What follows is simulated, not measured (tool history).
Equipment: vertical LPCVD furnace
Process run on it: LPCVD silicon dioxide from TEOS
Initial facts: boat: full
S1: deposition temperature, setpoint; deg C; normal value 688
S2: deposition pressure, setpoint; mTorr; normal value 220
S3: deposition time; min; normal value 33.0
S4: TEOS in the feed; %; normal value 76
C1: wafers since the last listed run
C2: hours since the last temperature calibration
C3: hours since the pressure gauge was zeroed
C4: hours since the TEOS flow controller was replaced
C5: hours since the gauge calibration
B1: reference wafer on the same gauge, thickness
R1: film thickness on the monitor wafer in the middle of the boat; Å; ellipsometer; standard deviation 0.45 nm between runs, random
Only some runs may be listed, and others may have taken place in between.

{"run": 1, "hour": 0.0, "S1": 688, "S2": 245, "S3": 33.0, "S4": 76, "C1": 0, "C2": 2349.1, "C3": 2050.0, "C4": 5756.1, "C5": 145.7, "B1": 179.09, "R1": 2204.0}
{"run": 2, "hour": 8.6, "S1": 688, "S2": 245, "S3": 33.0, "S4": 76, "C1": 170, "C2": 2357.7, "C3": 2058.6, "C4": 5764.7, "C5": 154.3, "B1": 179.04, "R1": 2201.0}
{"run": 3, "hour": 18.6, "S1": 688, "S2": 220, "S3": 33.0, "S4": 76, "C1": 198, "C2": 2367.7, "C3": 2068.6, "C4": 5774.7, "C5": 164.3, "B1": 179.04, "R1": 2087.3}
{"hour": 22.3, "done": "gauge calibrated"}
{"run": 4, "hour": 26.5, "S1": 688, "S2": 220, "S3": 33.0, "S4": 76, "C1": 156, "C2": 2375.6, "C3": 2076.5, "C4": 5782.6, "C5": 4.2, "B1": 179.08, "R1": 2090.4}
{"run": 5, "hour": 38.7, "S1": 688, "S2": 220, "S3": 33.0, "S4": 76, "C1": 241, "C2": 2387.8, "C3": 2088.7, "C4": 5794.8, "C5": 16.4, "B1": 179.08, "R1": 2081.9}
{"run": 6, "hour": 53.2, "S1": 688, "S2": 220, "S3": 33.0, "S4": 76, "C1": 287, "C2": 2402.3, "C3": 2103.2, "C4": 5809.3, "C5": 30.9, "B1": 179.01, "R1": 2097.0}
{"run": 7, "hour": 59.8, "S1": 688, "S2": 175, "S3": 33.0, "S4": 76, "C1": 130, "C2": 2408.9, "C3": 2109.8, "C4": 5815.9, "C5": 37.5, "B1": 178.96, "R1": 1878.7}
{"run": 8, "hour": 71.9, "S1": 688, "S2": 175, "S3": 33.0, "S4": 76, "C1": 239, "C2": 2421.0, "C3": 2121.9, "C4": 5828.0, "C5": 49.6, "B1": 179.01, "R1": 1872.8}
{"hour": 99.4, "done": "pressure gauge zeroed"}
{"run": 9, "hour": 99.9, "S1": 688, "S2": 220, "S3": 33.0, "S4": 76, "C1": 79, "C2": 2449.0, "C3": 0.5, "C4": 5856.0, "C5": 77.6, "B1": 178.96, "R1": 2105.0}
{"run": 10, "hour": 104.2, "S1": 688, "S2": 220, "S3": 33.0, "S4": 76, "C1": 85, "C2": 2453.3, "C3": 4.8, "C4": 5860.3, "C5": 81.9, "B1": 179.04, "R1": 2104.8}
{"run": 11, "hour": 108.7, "S1": 691, "S2": 220, "S3": 33.0, "S4": 69, "C1": 89, "C2": 2457.8, "C3": 9.3, "C4": 5864.8, "C5": 86.4, "B1": 179.02, "R1": 2144.9}
{"run": 12, "hour": 124.8, "S1": 691, "S2": 220, "S3": 33.0, "S4": 69, "C1": 318, "C2": 2473.9, "C3": 25.4, "C4": 5880.9, "C5": 102.5, "B1": 179.05, "R1": 2158.4}
{"run": 13, "hour": 136.4, "S1": 691, "S2": 220, "S3": 33.0, "S4": 69, "C1": 229, "C2": 2485.5, "C3": 37.0, "C4": 5892.5, "C5": 114.1, "B1": 179.06, "R1": 2152.0}
{"run": 14, "hour": 146.5, "S1": 688, "S2": 175, "S3": 33.0, "S4": 76, "C1": 199, "C2": 2495.6, "C3": 47.1, "C4": 5902.6, "C5": 124.2, "B1": 178.93, "R1": 1888.2}
{"hour": 179.0, "done": "TEOS flow controller replaced"}
{"run": 15, "hour": 179.5, "S1": 688, "S2": 185, "S3": 25.5, "S4": 76, "C1": 178, "C2": 2528.6, "C3": 80.1, "C4": 0.5, "C5": 157.2, "B1": 179.05, "R1": 1504.2}
{"hour": 182.2, "done": "gauge calibrated"}
{"run": 16, "hour": 183.9, "S1": 682, "S2": 175, "S3": 24.5, "S4": 89, "C1": 87, "C2": 2533.0, "C3": 84.5, "C4": 4.9, "C5": 1.7, "B1": 178.96, "R1": 1321.3}
{"run": 17, "hour": 188.2, "S1": 688, "S2": 220, "S3": 27.5, "S4": 76, "C1": 85, "C2": 2537.3, "C3": 88.8, "C4": 9.2, "C5": 6.0, "B1": 179.02, "R1": 1769.0}
{"run": 18, "hour": 192.6, "S1": 688, "S2": 220, "S3": 39.5, "S4": 76, "C1": 87, "C2": 2541.7, "C3": 93.2, "C4": 13.6, "C5": 10.4, "B1": 179.03, "R1": 2549.1}
{"hour": 222.4, "done": "thermocouples replaced and temperature profile calibrated"}
{"run": 19, "hour": 222.9, "S1": 688, "S2": 220, "S3": 33.0, "S4": 76, "C1": 124, "C2": 0.5, "C3": 123.5, "C4": 43.9, "C5": 40.7, "B1": 179.05, "R1": 1857.7}
{"run": 20, "hour": 227.2, "S1": 688, "S2": 195, "S3": 27.0, "S4": 76, "C1": 85, "C2": 4.8, "C3": 127.8, "C4": 48.2, "C5": 45.0, "B1": 179.07, "R1": 1427.6}
{"run": 21, "hour": 231.6, "S1": 688, "S2": 220, "S3": 37.5, "S4": 76, "C1": 87, "C2": 9.2, "C3": 132.2, "C4": 52.6, "C5": 49.4, "B1": 179.01, "R1": 2111.7}
{"run": 22, "hour": 238.0, "S1": 688, "S2": 220, "S3": 33.0, "S4": 82, "C1": 126, "C2": 15.6, "C3": 138.6, "C4": 59.0, "C5": 55.8, "B1": 178.93, "R1": 1927.2}
{"run": 23, "hour": 248.5, "S1": 688, "S2": 175, "S3": 33.0, "S4": 76, "C1": 207, "C2": 26.1, "C3": 149.1, "C4": 69.5, "C5": 66.3, "B1": 179.07, "R1": 1659.2}
{"run": 24, "hour": 266.1, "S1": 693, "S2": 185, "S3": 38.0, "S4": 84, "C1": 348, "C2": 43.7, "C3": 166.7, "C4": 87.1, "C5": 83.9, "B1": 179.11, "R1": 2330.8}
{"run": 25, "hour": 273.2, "S1": 688, "S2": 220, "S3": 33.0, "S4": 76, "C1": 140, "C2": 50.8, "C3": 173.8, "C4": 94.2, "C5": 91.0, "B1": 179.08, "R1": 1851.1}
{"run": 26, "hour": 290.6, "S1": 688, "S2": 260, "S3": 33.0, "S4": 86, "C1": 344, "C2": 68.2, "C3": 191.2, "C4": 111.6, "C5": 108.4, "B1": 179.06, "R1": 2148.3}

How the hidden state differs across the entries between the runs, from the last listed run before each to the first after it:
Run 3 -> run 4: gauge calibrated (hour 22.3)
  true tube temperature minus thermocouple reading, K: 4.96 -> 4.99
  measured less the result without the state, R1: +231.6 -> +233.3 Å
Run 8 -> run 9: pressure gauge zeroed (hour 99.4)
  true tube temperature minus thermocouple reading, K: 5.16 -> 5.27
  measured less the result without the state, R1: +215.7 -> +247.1 Å
Run 14 -> run 15: TEOS flow controller replaced (hour 179.0)
  true tube temperature minus thermocouple reading, K: 5.45 -> 5.58
  measured less the result without the state, R1: +228.7 -> +186.3 Å
Run 15 -> run 16: gauge calibrated (hour 182.2)
  true tube temperature minus thermocouple reading, K: 5.58 -> 5.59
  measured less the result without the state, R1: +186.3 -> +166.0 Å
Run 18 -> run 19: thermocouples replaced and temperature profile calibrated (hour 222.4)
  true tube temperature minus thermocouple reading, K: 5.63 -> 0.0301
  measured less the result without the state, R1: +318.4 -> +1.4 Å
